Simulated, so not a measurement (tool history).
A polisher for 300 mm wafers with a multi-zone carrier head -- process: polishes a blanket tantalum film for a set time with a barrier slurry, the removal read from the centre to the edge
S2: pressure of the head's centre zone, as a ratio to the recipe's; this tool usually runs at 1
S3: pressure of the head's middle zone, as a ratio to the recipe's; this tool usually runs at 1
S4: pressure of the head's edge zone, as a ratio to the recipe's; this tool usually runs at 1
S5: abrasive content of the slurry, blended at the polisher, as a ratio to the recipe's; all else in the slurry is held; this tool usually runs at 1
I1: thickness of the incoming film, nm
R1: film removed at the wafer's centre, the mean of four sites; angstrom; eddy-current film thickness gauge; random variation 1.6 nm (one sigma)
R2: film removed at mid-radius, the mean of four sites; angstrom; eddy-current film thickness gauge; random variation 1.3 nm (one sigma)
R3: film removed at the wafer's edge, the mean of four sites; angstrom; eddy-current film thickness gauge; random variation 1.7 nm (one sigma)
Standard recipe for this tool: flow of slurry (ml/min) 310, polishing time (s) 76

run 1 day=0 | flow_of_slurry_(ml/min)=310 S2=1 S3=1 S4=1 S5=1 polishing_time_(s)=76 | I1=292.5 | R1=1154 R2=1133 R3=1142
run 2 day=2.346 | flow_of_slurry_(ml/min)=310 S2=1 S3=1 S4=1 S5=1 polishing_time_(s)=76 | I1=288.4 | R1=1166 R2=1133 R3=1161
run 3 day=3.883 | flow_of_slurry_(ml/min)=310 S2=1 S3=1 S4=1 S5=1 polishing_time_(s)=76 | I1=291 | R1=1166 R2=1160 R3=1181
run 4 day=5.008 | flow_of_slurry_(ml/min)=310 S2=1 S3=1 S4=1 S5=1 polishing_time_(s)=76 | I1=288.9 | R1=1140 R2=1123 R3=1186
-- day=5.117 slurry nozzle cleaned
run 5 day=7.175 | flow_of_slurry_(ml/min)=310 S2=1 S3=1 S4=1 S5=1 polishing_time_(s)=76 | I1=289.8 | R1=1149 R2=1139 R3=1205
run 6 day=8.704 | flow_of_slurry_(ml/min)=400 S2=1 S3=1 S4=1 S5=0.85 polishing_time_(s)=50 | I1=291.3 | R1=722 R2=714 R3=738
run 7 day=9.733 | flow_of_slurry_(ml/min)=310 S2=1 S3=1.05 S4=1 S5=1 polishing_time_(s)=76 | I1=290.6 | R1=1175 R2=1167 R3=1221
-- day=10.567 edge zone pressure recalibrated
run 8 day=11.246 | flow_of_slurry_(ml/min)=310 S2=1 S3=1 S4=1 S5=1.25 polishing_time_(s)=76 | I1=295.4 | R1=1233 R2=1228 R3=1263
run 9 day=13.6 | flow_of_slurry_(ml/min)=310 S2=1.04 S3=1 S4=1 S5=1.25 polishing_time_(s)=51 | I1=286.5 | R1=837 R2=825 R3=889
-- day=14.85 worn pad replaced by a new one
run 10 day=15.638 | flow_of_slurry_(ml/min)=310 S2=1 S3=1.04 S4=0.97 S5=1 polishing_time_(s)=76 | I1=293 | R1=1180 R2=1155 R3=1169
run 11 day=16.9 | flow_of_slurry_(ml/min)=310 S2=1 S3=1 S4=0.9 S5=1 polishing_time_(s)=76 | I1=294.9 | R1=1173 R2=1131 R3=1150
run 12 day=19.379 | flow_of_slurry_(ml/min)=215 S2=1 S3=0.96 S4=1.07 S5=1.15 polishing_time_(s)=76 | I1=289.3 | R1=1170 R2=1119 R3=1226
-- day=20.421 slurry nozzle cleaned
run 13 day=21.162 | flow_of_slurry_(ml/min)=310 S2=1 S3=0.92 S4=1 S5=1.3 polishing_time_(s)=76 | I1=289.2 | R1=1272 R2=1189 R3=1292
run 14 day=23.946 | flow_of_slurry_(ml/min)=310 S2=1 S3=0.91 S4=1 S5=1 polishing_time_(s)=76 | I1=291.1 | R1=1151 R2=1065 R3=1197
run 15 day=26.888 | flow_of_slurry_(ml/min)=310 S2=1 S3=1 S4=1 S5=1 polishing_time_(s)=76 | I1=284 | R1=1164 R2=1128 R3=1189
-- day=27.246 centre zone pressure recalibrated
-- day=27.475 worn pad replaced by a new one
-- day=27.646 carrier head's membrane replaced by a new one
run 16 day=32.808 | flow_of_slurry_(ml/min)=310 S2=1.05 S3=0.92 S4=1 S5=1 polishing_time_(s)=76 | I1=286.8 | R1=1182 R2=1065 R3=1156
run 17 day=34.325 | flow_of_slurry_(ml/min)=405 S2=1 S3=1 S4=1 S5=1 polishing_time_(s)=97 | I1=288.7 | R1=1505 R2=1485 R3=1538
-- day=36.412 slurry nozzle cleaned
run 18 day=36.471 | flow_of_slurry_(ml/min)=310 S2=1 S3=0.93 S4=0.97 S5=1 polishing_time_(s)=76 | I1=285.1 | R1=1154 R2=1040 R3=1191
run 19 day=38.15 | flow_of_slurry_(ml/min)=310 S2=1 S3=1.08 S4=0.97 S5=1.25 polishing_time_(s)=101 | I1=291.6 | R1=1654 R2=1739 R3=1693
-- day=41.996 worn pad replaced by a new one
-- day=43.892 edge zone pressure recalibrated
run 20 day=44.975 | flow_of_slurry_(ml/min)=310 S2=1 S3=1 S4=1 S5=1 polishing_time_(s)=76 | I1=295.9 | R1=1200 R2=1137 R3=1175
run 21 day=46.188 | flow_of_slurry_(ml/min)=220 S2=1 S3=1 S4=1.09 S5=0.85 polishing_time_(s)=76 | I1=290.6 | R1=1038 R2=1033 R3=1124
run 22 day=47.608 | flow_of_slurry_(ml/min)=385 S2=1 S3=0.92 S4=1 S5=1 polishing_time_(s)=51 | I1=287.8 | R1=799 R2=721 R3=807

Run-by-run hidden state of the tool:
removal rate lost through wear of the pad, %: 0, the same for each run
slurry flow missing at the pad, %: 0, the same for each run
deviation of the centre zone's pressure from its setpoint, %: 0, the same for each run
deviation of the edge zone's pressure from its setpoint, %: 0, the same for each run
